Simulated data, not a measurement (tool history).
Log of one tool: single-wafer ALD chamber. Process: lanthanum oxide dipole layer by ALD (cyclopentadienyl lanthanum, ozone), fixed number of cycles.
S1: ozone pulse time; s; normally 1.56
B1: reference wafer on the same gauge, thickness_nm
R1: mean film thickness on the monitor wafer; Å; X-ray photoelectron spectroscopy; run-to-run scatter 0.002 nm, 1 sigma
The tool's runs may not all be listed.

run    hour    S1     B1    R1
  1       0  1.81  0.518  5.93
  2    26.3  1.81  0.518  5.95
  3    75.7  2.06  0.519  5.96
  4   142.2  2.06  0.519  5.96
  5   171.4  1.11  0.518  5.54
  6   227.7  1.11  0.517  5.52
  7   287.8  1.11  0.518   5.5
  8   353.9  1.56  0.518  5.82
  9   394.5  1.56  0.518  5.81
      432.6  -- showerhead replaced
 10   442.3  1.56  0.518  5.87
 11   474.4  1.56  0.519  5.83
 12   515.7  1.56  0.519  5.85
      530.4  -- ozone generator serviced
 13   582.3  1.73  0.518  5.91
 14   616.2  0.95  0.518  5.35
 15   665.5  2.06  0.518  5.99
 16   697.4  1.26  0.518  5.69
 17   724.8  2.18  0.517  5.97
      747.1  -- gauge calibrated
 18   768.9  1.56  0.517  5.83
 19     817  1.56  0.517  5.83
 20   851.8  1.25  0.518  5.64
      888.5  -- thermocouple changed; heater temperature recalibrated
 21  1010.9  1.14  0.517  5.57
 22  1113.5  1.56  0.519  5.82
 23  1157.3  1.56  0.518  5.84
 24  1224.9  1.78  0.518  5.91
 25  1249.7  1.87  0.519  5.92
 26  1316.1   1.3  0.517  5.67
 27  1380.2     2  0.519  5.96

Branching from run 27: 5 alternative next runs. What would each branch give?
  A  1380.6  1.56   ?   ?
  B  1380.6  2.15   ?   ?
  C  1380.6  1.84   ?   ?
  D  1380.6  0.96   ?   ?
  E  1380.6  1.02   ?   ?

run     B1    R1
  A  0.518  5.86
  B  0.518  6.03
  C  0.518  5.96
  D  0.518   5.4
  E  0.518  5.47
Without the tool's unlogged condition, the same runs would have read:
run    R1
  A  5.86
  B  6.03
  C  5.96
  D   5.4
  E  5.47
